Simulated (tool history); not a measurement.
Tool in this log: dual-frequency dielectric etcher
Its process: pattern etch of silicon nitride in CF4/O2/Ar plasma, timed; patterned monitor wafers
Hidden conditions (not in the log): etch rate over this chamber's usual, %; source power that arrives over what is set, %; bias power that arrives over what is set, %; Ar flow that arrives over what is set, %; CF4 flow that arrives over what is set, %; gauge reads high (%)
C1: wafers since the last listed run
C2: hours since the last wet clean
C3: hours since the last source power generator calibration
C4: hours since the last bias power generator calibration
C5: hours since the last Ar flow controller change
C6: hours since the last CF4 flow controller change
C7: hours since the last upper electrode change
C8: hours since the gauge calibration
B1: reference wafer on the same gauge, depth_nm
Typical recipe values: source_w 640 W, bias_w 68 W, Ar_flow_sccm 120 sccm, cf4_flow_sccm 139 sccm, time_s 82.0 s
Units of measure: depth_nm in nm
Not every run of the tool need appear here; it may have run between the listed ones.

{"run": 1, "day": 0.0, "source_w": 640, "bias_w": 68, "Ar_flow_sccm": 120, "cf4_flow_sccm": 139, "time_s": 82.0, "C1": 0, "C2": 4.4, "C3": 1782.8, "C4": 2336.0, "C5": 1029.7, "C6": 1079.4, "C7": 3545.3, "C8": 570.4, "B1": 200.9, "depth_nm": 207.8}
{"run": 2, "day": 1.233, "source_w": 640, "bias_w": 68, "Ar_flow_sccm": 120, "cf4_flow_sccm": 139, "time_s": 82.0, "C1": 320, "C2": 34.0, "C3": 1812.4, "C4": 2365.6, "C5": 1059.3, "C6": 1109.0, "C7": 3574.9, "C8": 600.0, "B1": 201.0, "depth_nm": 208.5}
{"run": 3, "day": 3.983, "source_w": 640, "bias_w": 68, "Ar_flow_sccm": 120, "cf4_flow_sccm": 139, "time_s": 82.0, "C1": 715, "C2": 100.0, "C3": 1878.4, "C4": 2431.6, "C5": 1125.3, "C6": 1175.0, "C7": 3640.9, "C8": 666.0, "B1": 201.0, "depth_nm": 208.4}
{"run": 4, "day": 6.55, "source_w": 640, "bias_w": 68, "Ar_flow_sccm": 120, "cf4_flow_sccm": 139, "time_s": 82.0, "C1": 667, "C2": 161.6, "C3": 1940.0, "C4": 2493.2, "C5": 1186.9, "C6": 1236.6, "C7": 3702.5, "C8": 727.6, "B1": 201.0, "depth_nm": 208.9}
{"run": 5, "day": 9.329, "source_w": 640, "bias_w": 68, "Ar_flow_sccm": 138, "cf4_flow_sccm": 139, "time_s": 70.5, "C1": 722, "C2": 228.3, "C3": 2006.7, "C4": 2559.9, "C5": 1253.6, "C6": 1303.3, "C7": 3769.2, "C8": 794.3, "B1": 201.1, "depth_nm": 177.1}
{"day": 12.654, "done": "wet clean of the chamber"}
{"run": 6, "day": 12.675, "source_w": 640, "bias_w": 68, "Ar_flow_sccm": 138, "cf4_flow_sccm": 139, "time_s": 70.5, "C1": 609, "C2": 0.5, "C3": 2087.0, "C4": 2640.2, "C5": 1333.9, "C6": 1383.6, "C7": 3849.5, "C8": 874.6, "B1": 201.0, "depth_nm": 177.3}
{"day": 13.654, "done": "gauge calibrated"}
{"run": 7, "day": 17.354, "source_w": 640, "bias_w": 68, "Ar_flow_sccm": 120, "cf4_flow_sccm": 139, "time_s": 82.0, "C1": 1216, "C2": 112.8, "C3": 2199.3, "C4": 2752.5, "C5": 1446.2, "C6": 1495.9, "C7": 3961.8, "C8": 88.8, "B1": 200.9, "depth_nm": 210.4}
{"run": 8, "day": 18.621, "source_w": 640, "bias_w": 68, "Ar_flow_sccm": 120, "cf4_flow_sccm": 139, "time_s": 82.0, "C1": 329, "C2": 143.2, "C3": 2229.7, "C4": 2782.9, "C5": 1476.6, "C6": 1526.3, "C7": 3992.2, "C8": 119.2, "B1": 201.0, "depth_nm": 210.3}
{"day": 20.412, "done": "bias power generator calibrated"}
{"run": 9, "day": 20.433, "source_w": 640, "bias_w": 68, "Ar_flow_sccm": 120, "cf4_flow_sccm": 124, "time_s": 82.0, "C1": 427, "C2": 186.7, "C3": 2273.2, "C4": 0.5, "C5": 1520.1, "C6": 1569.8, "C7": 4035.7, "C8": 162.7, "B1": 201.0, "depth_nm": 204.3}

The next listed run, before its measurement:
{"day": 21.792, "done": "source power generator calibrated"}
{"run": 10, "day": 23.071, "source_w": 640, "bias_w": 68, "Ar_flow_sccm": 120, "cf4_flow_sccm": 139, "time_s": 82.0, "C1": 642, "C2": 250.0, "C3": 30.7, "C4": 63.8, "C5": 1583.4, "C6": 1633.1, "C7": 4099.0, "C8": 226.0, "B1": "?", "depth_nm": "?"}

{"run 10": {"B1": 201.0, "depth_nm": 202.6}}
The same run, on a tool lacking any hidden state, would have yielded depth_nm 201.7 nm.
